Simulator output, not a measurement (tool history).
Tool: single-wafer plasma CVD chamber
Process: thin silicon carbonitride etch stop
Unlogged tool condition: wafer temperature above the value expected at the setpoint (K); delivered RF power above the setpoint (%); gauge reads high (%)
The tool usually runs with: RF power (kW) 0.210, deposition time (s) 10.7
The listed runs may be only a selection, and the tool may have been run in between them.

run    hour  RF power (kW)  deposition time (s)  wafers since the last listed run  hours since the last thermocouple change  hours since the last RF generator calibration  hours since the showerhead was replaced  hours since the gauge calibration  read-back reference wafer on the same gauge, thickness_nm  mean film thickness on the monitor wafer (Å)
  1     0.0          0.210                  9.9                                 0                                     319.1                                         1086.5                                   6392.1                              885.8                                                      7.451                                         60.23
       66.9  -- gauge calibrated
  2    69.1          0.210                  9.9                              1968                                     388.2                                         1155.6                                   6461.2                                2.2                                                      7.450                                         60.22
  3   130.6          0.210                  9.9                              1752                                     449.7                                         1217.1                                   6522.7                               63.7                                                      7.451                                         60.41
  4   158.5          0.210                 12.0                               794                                     477.6                                         1245.0                                   6550.6                               91.6                                                      7.452                                         72.86
  5   205.8          0.210                 12.0                              1347                                     524.9                                         1292.3                                   6597.9                              138.9                                                      7.450                                         73.24
  6   230.8          0.210                 12.0                               712                                     549.9                                         1317.3                                   6622.9                              163.9                                                      7.450                                         72.94
  7   425.5          0.210                  9.7                              5546                                     744.6                                         1512.0                                   6817.6                              358.6                                                      7.449                                         59.02
  8   483.4          0.240                 11.2                              1649                                     802.5                                         1569.9                                   6875.5                              416.5                                                      7.452                                         72.45
      498.6  -- showerhead replaced
  9   651.7          0.240                 11.2                              4566                                     970.8                                         1738.2                                    153.1                              584.8                                                      7.452                                         73.02
 10   676.2          0.210                 10.7                               698                                     995.3                                         1762.7                                    177.6                              609.3                                                      7.452                                         64.74
 11   740.6          0.210                 10.7                              1834                                    1059.7                                         1827.1                                    242.0                              673.7                                                      7.449                                         64.98
 12   782.8          0.210                 11.7                              1202                                    1101.9                                         1869.3                                    284.2                              715.9                                                      7.449                                         71.25
 13   840.3          0.210                 11.7                              1638                                    1159.4                                         1926.8                                    341.7                              773.4                                                      7.447                                         71.21
 14   921.6          0.180                 10.7                              2316                                    1240.7                                         2008.1                                    423.0                              854.7                                                      7.451                                         59.91
 15   986.8          0.170                  9.0                              1857                                    1305.9                                         2073.3                                    488.2                              919.9                                                      7.451                                         48.60
     1009.3  -- RF generator calibrated
 16  1018.6          0.210                 10.7                               678                                    1337.7                                            9.3                                    520.0                              951.7                                                      7.450                                         65.09
     1058.8  -- thermocouple changed; heater temperature recalibrated
 17  1060.1          0.190                 10.7                               954                                       1.3                                           50.8                                    561.5                              993.2                                                      7.449                                         61.92
 18  1087.8          0.175                 10.1                               789                                      29.0                                           78.5                                    589.2                             1020.9                                                      7.445                                         55.46
 19  1134.5          0.225                 11.4                              1330                                      75.7                                          125.2                                    635.9                             1067.6                                                      7.448                                         72.01
     1160.1  -- gauge calibrated
 20  1201.2          0.210                 12.4                              1900                                     142.4                                          191.9                                    702.6                               41.1                                                      7.451                                         75.47
 21  1264.2          0.235                 10.1                              1794                                     205.4                                          254.9                                    765.6                              104.1                                                      7.450                                         64.85
 22  1305.1          0.190                  9.4                              1165                                     246.3                                          295.8                                    806.5                              145.0                                                      7.450                                         54.53
 23  1329.6          0.170                 10.7                               698                                     270.8                                          320.3                                    831.0                              169.5                                                      7.452                                         58.14
 24  1373.1          0.175                  9.7                              1239                                     314.3                                          363.8                                    874.5                              213.0                                                      7.451                                         53.60
 25  1435.0          0.250                  9.3                              1763                                     376.2                                          425.7                                    936.4                              274.9                                                      7.451                                         61.35
 26  1499.9          0.210                 10.7                              1848                                     441.1                                          490.6                                   1001.3                              339.8                                                      7.448                                         65.04
 27  1530.8          0.210                 10.7                               880                                     472.0                                          521.5                                   1032.2                              370.7                                                      7.452                                         65.13
 28  1592.2          0.190                 10.1                              1749                                     533.4                                          582.9                                   1093.6                              432.1                                                      7.450                                         58.38

Predict each of these 4 candidate next runs independently; none follows another, all start after run 28:
  A  1592.6          0.195                 10.7                                11                                     533.8                                          583.3                                   1094.0                              432.5                                                          ?                                             ?
  B  1592.6          0.210                  9.8                                11                                     533.8                                          583.3                                   1094.0                              432.5                                                          ?                                             ?
  C  1592.6          0.230                 10.7                                11                                     533.8                                          583.3                                   1094.0                              432.5                                                          ?                                             ?
  D  1592.6          0.175                 10.7                                11                                     533.8                                          583.3                                   1094.0                              432.5                                                          ?                                             ?

run  read-back reference wafer on the same gauge, thickness_nm  mean film thickness on the monitor wafer (Å)
  A                                                      7.449                                         62.76
  B                                                      7.449                                         59.69
  C                                                      7.449                                         68.11
  D                                                      7.449                                         59.15
With the hidden condition removed and each run's random variation left untouched, the same runs would have given:
run  mean film thickness on the monitor wafer (Å)
  A                                         62.76
  B                                         59.69
  C                                         68.11
  D                                         59.15
